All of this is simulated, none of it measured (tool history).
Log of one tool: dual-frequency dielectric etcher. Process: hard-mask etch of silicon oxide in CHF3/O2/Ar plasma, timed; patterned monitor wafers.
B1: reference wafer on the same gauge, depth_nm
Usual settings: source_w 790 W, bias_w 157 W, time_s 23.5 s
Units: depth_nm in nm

Run 1, hour 0.0: usual settings but time_s 19.5 s; B1 47.22. Result: depth_nm 43.46 nm.
Run 2, hour 13.2: usual settings but time_s 19.5 s; B1 47.23. Result: depth_nm 43.49 nm.
Run 3, hour 27.1: usual settings but time_s 19.5 s; B1 47.22. Result: depth_nm 43.45 nm.
Run 4, hour 36.1: usual settings; B1 47.18. Result: depth_nm 52.41 nm.
Run 5, hour 46.1: usual settings; B1 47.19. Result: depth_nm 52.35 nm.
Run 6, hour 61.2: usual settings; B1 47.23. Result: depth_nm 52.36 nm.
Run 7, hour 73.9: usual settings but source_w 680 W, bias_w 174 W; B1 47.22. Result: depth_nm 51.16 nm.
Run 8, hour 84.7: usual settings; B1 47.21. Result: depth_nm 52.43 nm.
Run 9, hour 95.3: usual settings; B1 47.19. Result: depth_nm 52.33 nm.
Run 10, hour 101.4: usual settings but bias_w 128 W; B1 47.20. Result: depth_nm 50.02 nm.
Run 11, hour 149.2: usual settings but bias_w 128 W; B1 47.18. Result: depth_nm 49.97 nm.
Run 12, hour 157.9: usual settings but bias_w 128 W; B1 47.22. Result: depth_nm 50.14 nm.
Run 13, hour 164.6: usual settings but time_s 21.5 s; B1 47.21. Result: depth_nm 47.75 nm.
Run 14, hour 179.7: usual settings but time_s 21.5 s; B1 47.20. Result: depth_nm 47.86 nm.
Run 15, hour 197.6: usual settings but source_w 690 W, time_s 27.0 s; B1 47.24. Result: depth_nm 57.27 nm.
Run 16, hour 205.5: usual settings; B1 47.20. Result: depth_nm 52.20 nm.
Run 17, hour 266.3: usual settings; B1 47.19. Result: depth_nm 52.85 nm.
Run 18, hour 266.7: usual settings but source_w 640 W, bias_w 186 W, time_s 25.5 s; B1 47.23. Result: depth_nm 55.66 nm.
Run 19, hour 267.0: usual settings but source_w 600 W, bias_w 186 W, time_s 18.5 s; B1 47.16. Result: depth_nm 39.58 nm.
Run 20, hour 267.3: usual settings but source_w 970 W, time_s 19.5 s; B1 47.24. Result: depth_nm 47.05 nm.
Run 21, hour 305.3: usual settings but bias_w 129 W; B1 47.22. Result: depth_nm 50.91 nm.
Run 22, hour 314.5: usual settings but source_w 860 W, bias_w 191 W, time_s 20.0 s; B1 47.16. Result: depth_nm 48.51 nm.
Run 23, hour 365.5: usual settings; B1 47.23. Result: depth_nm 52.76 nm.
Run 24, hour 375.6: usual settings; B1 47.17. Result: depth_nm 52.59 nm.
Run 25, hour 381.8: usual settings but source_w 690 W, time_s 27.0 s; B1 47.21. Result: depth_nm 57.84 nm.
Run 26, hour 397.5: usual settings but source_w 900 W, bias_w 172 W; B1 47.18. Result: depth_nm 56.19 nm.
Run 27, hour 413.1: usual settings; B1 47.21. Result: depth_nm 52.77 nm.
Run 28, hour 442.8: usual settings but source_w 940 W, bias_w 171 W, time_s 20.5 s; B1 47.23. Result: depth_nm 49.47 nm.
Run 29, hour 454.9: usual settings but source_w 960 W, bias_w 121 W, time_s 18.5 s; B1 47.26. Result: depth_nm 41.77 nm.

Taken out of this log: 5 entries between the listed runs. Where each belongs, and how the hidden state differs across it:
Between runs 13 and 14: bias power generator calibrated (hour 178.5)
  etch rate over this chamber's usual, %: -1.07 -> -1.12
  measured less the result without the state, depth_nm: -0.51 -> -0.54 nm
Between runs 16 and 17: gauge calibrated (hour 225.7); wet clean of the chamber (hour 243.0); source power generator calibrated (hour 245.9); upper electrode replaced (hour 265.8)
  etch rate over this chamber's usual, %: -1.2 -> 0.249
  measured less the result without the state, depth_nm: -0.63 -> +0.14 nm
